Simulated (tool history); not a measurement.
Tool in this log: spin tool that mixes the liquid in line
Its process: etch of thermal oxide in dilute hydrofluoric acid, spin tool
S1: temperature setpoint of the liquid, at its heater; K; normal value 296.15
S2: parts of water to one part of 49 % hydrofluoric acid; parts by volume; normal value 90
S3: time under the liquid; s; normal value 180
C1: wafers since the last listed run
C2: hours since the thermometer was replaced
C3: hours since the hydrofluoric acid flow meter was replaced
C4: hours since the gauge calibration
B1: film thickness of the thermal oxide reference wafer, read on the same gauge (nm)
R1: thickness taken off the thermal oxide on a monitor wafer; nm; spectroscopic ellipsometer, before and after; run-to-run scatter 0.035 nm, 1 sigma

run,hour,S1,S2,S3,C1,C2,C3,C4,B1,R1
1,0,293.65,90,115,0,977.2,1341.2,172.2,130,5.71
2,12.1,296.15,90,180,77,989.3,1353.3,184.3,130,9.87
3,29.8,296.15,90,180,114,1007,1371,202,129.99,9.9
4,38.7,293.65,90,180,57,1015.9,1379.9,210.9,130.03,8.98
5,56.4,293.65,90,180,114,1033.6,1397.6,228.6,130,8.9
6,72.1,298.15,75,180,101,1049.3,1413.3,244.3,130.01,13.21
7,81.8,298.15,75,180,62,1059,1423,254,129.99,13.05
8,97.2,296.15,90,180,99,1074.4,1438.4,269.4,129.99,9.92
9,106.2,296.15,90,180,57,1083.4,1447.4,278.4,129.99,9.98
10,117.9,296.15,90,270,75,1095.1,1459.1,290.1,130,14.87
# hour 124.7: hydrofluoric acid flow meter replaced
11,125.2,292.65,50,215,40,1102.4,0.5,297.4,130.01,19.45
12,134.1,296.15,90,180,57,1111.3,9.4,306.3,130,9.89
13,142.9,296.15,90,180,56,1120.1,18.2,315.1,130.01,9.89
14,173.9,296.15,90,180,199,1151.1,49.2,346.1,130,9.94
# hour 178.5: gauge calibrated
15,188,296.15,90,180,90,1165.2,63.3,9.5,129.99,9.97
16,195,296.15,90,215,45,1172.2,70.3,16.5,130,11.88
# hour 197.3: thermometer replaced
17,206.7,296.15,90,180,68,9.4,82,28.2,130,9.29
18,213.3,296.15,90,180,42,16,88.6,34.8,130,9.26
19,228.6,296.15,120,115,98,31.3,103.9,50.1,129.99,4.27
20,236.3,293.15,100,285,49,39,111.6,57.8,130.01,11.6
21,249.9,294.15,90,180,87,52.6,125.2,71.4,130.02,8.6
22,256.7,296.15,75,180,43,59.4,132,78.2,130,11.4
23,264.7,296.15,90,180,51,67.4,140,86.2,130,9.25
24,278.5,296.15,90,180,88,81.2,153.8,100,130,9.38
25,294.5,296.15,115,260,103,97.2,169.8,116,130,10.23
26,303.6,292.15,55,280,58,106.3,178.9,125.1,130,21.03
27,317.2,299.65,90,180,87,119.9,192.5,138.7,129.98,10.69
28,330.4,298.15,75,180,85,133.1,205.7,151.9,129.99,12.41
29,337.9,298.15,110,230,48,140.6,213.2,159.4,130,10.28
30,351.4,296.15,125,235,86,154.1,226.7,172.9,130.01,8.46
31,359.9,294.65,110,90,54,162.6,235.2,181.4,129.99,3.53
32,372.1,296.15,90,180,78,174.8,247.4,193.6,130,9.35
33,385.2,291.15,90,180,84,187.9,260.5,206.7,130.01,7.6

Some steps in R1 between neighbouring runs. How much of each would the tool show without its hidden state too (settings, what came in, random variation), and how much is left for the hidden state, with any gauge scatter that isn't in both results?
Unlogged tool condition in this case: liquid hotter than its thermometer reads (K); hydrofluoric acid flow below the setpoint (%); gauge reads high (%).
Run 10 -> 11: S1 296.15 -> 292.65, S2 90 -> 50, S3 270 -> 215, hydrofluoric acid flow meter replaced. R1 +4.58 nm: hidden state +0.42, all else +4.16.
Run 11 -> 12: S1 292.65 -> 296.15, S2 50 -> 90, S3 215 -> 180. R1 -9.56 nm: hidden state -0.75, all else -8.81.
Run 16 -> 17: S3 215 -> 180, thermometer replaced. R1 -2.59 nm: hidden state -0.82, all else -1.77.
Run 25 -> 26: S1 296.15 -> 292.15, S2 115 -> 55, S3 260 -> 280. R1 +10.8 nm: hidden state +0.15, all else +10.65.
Run 26 -> 27: S1 292.15 -> 299.65, S2 55 -> 90, S3 280 -> 180. R1 -10.34 nm: hidden state -0.13, all else -10.21.
